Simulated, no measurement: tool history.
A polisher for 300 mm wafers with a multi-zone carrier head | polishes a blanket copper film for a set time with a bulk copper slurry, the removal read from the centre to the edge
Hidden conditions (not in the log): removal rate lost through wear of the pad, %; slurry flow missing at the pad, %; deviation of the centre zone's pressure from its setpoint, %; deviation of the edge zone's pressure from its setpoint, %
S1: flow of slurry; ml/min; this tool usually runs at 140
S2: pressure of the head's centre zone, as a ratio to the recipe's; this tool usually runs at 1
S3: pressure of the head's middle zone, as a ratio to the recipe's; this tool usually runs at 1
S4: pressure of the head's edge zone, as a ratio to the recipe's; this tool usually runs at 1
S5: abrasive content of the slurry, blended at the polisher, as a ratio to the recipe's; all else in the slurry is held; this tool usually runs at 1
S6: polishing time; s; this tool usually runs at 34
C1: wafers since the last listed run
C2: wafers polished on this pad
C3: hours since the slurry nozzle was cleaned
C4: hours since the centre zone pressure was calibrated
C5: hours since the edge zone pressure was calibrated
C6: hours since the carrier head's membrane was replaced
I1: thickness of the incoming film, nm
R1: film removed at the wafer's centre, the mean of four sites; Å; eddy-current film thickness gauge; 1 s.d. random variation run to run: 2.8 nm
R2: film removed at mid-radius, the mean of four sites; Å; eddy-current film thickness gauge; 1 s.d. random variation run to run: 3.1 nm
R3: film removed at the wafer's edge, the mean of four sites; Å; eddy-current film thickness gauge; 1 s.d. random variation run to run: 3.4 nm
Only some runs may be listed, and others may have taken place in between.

run	hour	S1	S2	S3	S4	S5	S6	C1	C2	C3	C4	C5	C6	I1	R1	R2	R3
1	0	140	0.94	1	1	1	27	0	7079	702.8	1037.5	450.1	979.5	3981.6	2519	2706	2789
2	41.2	140	1	1	1	1	37	643	7723	744	1078.7	491.3	1020.7	4003.2	3696	3694	3844
# hour 48.2: slurry nozzle cleaned
# hour 79.4: centre zone pressure recalibrated
3	97.1	140	1	1	0.97	1	34	826	8550	48.9	17.7	547.2	1076.6	3952.2	3729	3681	3729
4	201.7	140	1.04	1	1.09	1	34	1634	10184	153.5	122.3	651.8	1181.2	4012.9	3780	3626	3810
5	249.8	140	1	0.94	1.12	1.3	38	751	10936	201.6	170.4	699.9	1229.3	3969.6	4147	3940	4381
# hour 276: worn pad replaced by a new one
6	337.2	140	0.93	1	1	1.25	34	1303	955	289	257.8	787.3	1316.7	4064.4	3406	3628	3751
# hour 378: carrier head's membrane replaced by a new one
7	423.1	140	0.89	1.05	1	1	34	1264	2219	374.9	343.7	873.2	45.1	4021.1	3121	3616	3532
8	492.5	140	1	1	1	1.25	34	1084	3304	444.3	413.1	942.6	114.5	4041.4	3560	3610	3660
9	542	140	1	1	1	1	34	773	4077	493.8	462.6	992.1	164	3980	3410	3464	3570
# hour 600.1: edge zone pressure recalibrated
10	646.9	100	1.08	1	0.94	1.1	34	1607	5685	598.7	567.5	46.8	268.9	4016.5	3315	3162	3298
# hour 652.6: slurry nozzle cleaned
11	752.1	140	1	1.05	0.89	0.9	27	1628	7313	99.5	672.7	152	374.1	4014.7	2812	2941	2687
12	847.2	140	1	1	1	1	34	1485	8799	194.6	767.8	247.1	469.2	4041.4	3449	3559	3582
13	895	140	0.96	1.11	1	1	23	746	9546	242.4	815.6	294.9	517	3978.8	2252	2559	2421
# hour 935.3: worn pad replaced by a new one
14	939.8	140	1	1	1	1	34	637	70	287.2	860.4	339.7	561.8	3973.7	3430	3452	3552
15	1042.6	140	1.11	1.07	1	0.8	34	1606	1677	390	963.2	442.5	664.6	4039	3658	3506	3408
# hour 1071.2: centre zone pressure recalibrated
16	1134.1	140	1	1	1	0.9	34	1398	3075	481.5	62.9	534	756.1	4049.5	3277	3332	3400
17	1232.5	140	1	1.07	0.88	1	43	1537	4613	579.9	161.3	632.4	854.5	4069.7	4231	4463	4172
# hour 1269.7: slurry nozzle cleaned
18	1280.4	140	1	1.08	0.92	1	34	732	5346	10.7	209.2	680.3	902.4	3976.1	3754	3991	3622
19	1386.9	140	1	1	1	0.85	34	1664	7010	117.2	315.7	786.8	1008.9	3972.7	3605	3602	3626
20	1507.9	140	1	1	1	1	34	1890	8900	238.2	436.7	907.8	1129.9	3958.8	3601	3527	3632
21	1563.6	140	1	1.07	1	1	34	870	9771	293.9	492.4	963.5	1185.6	3983.6	3510	3666	3576
# hour 1573.1: worn pad replaced by a new one
22	1624.9	140	0.93	1	1	1	34	895	810	355.2	553.7	1024.8	1246.9	4014.7	3232	3501	3500

3 options for the next run, each taken on its own from the tool as it stands now. Forecast them:
A	1625.3	140	0.88	1	1	1	34	6	816	355.6	554.1	1025.2	1247.3	3926.9	?	?	?
B	1625.3	140	1	0.92	1	1	34	6	816	355.6	554.1	1025.2	1247.3	3926.9	?	?	?
C	1625.3	140	0.9	1.09	1.09	1	34	6	816	355.6	554.1	1025.2	1247.3	3926.9	?	?	?

run	R1	R2	R3
A	3088	3507	3573
B	3510	3268	3577
C	3160	3772	3724
Take away the tool's hidden state, keep each run's random variation, and the runs would have read:
run	R1	R2	R3
A	3341	3757	3750
B	3798	3501	3754
C	3420	4042	3908
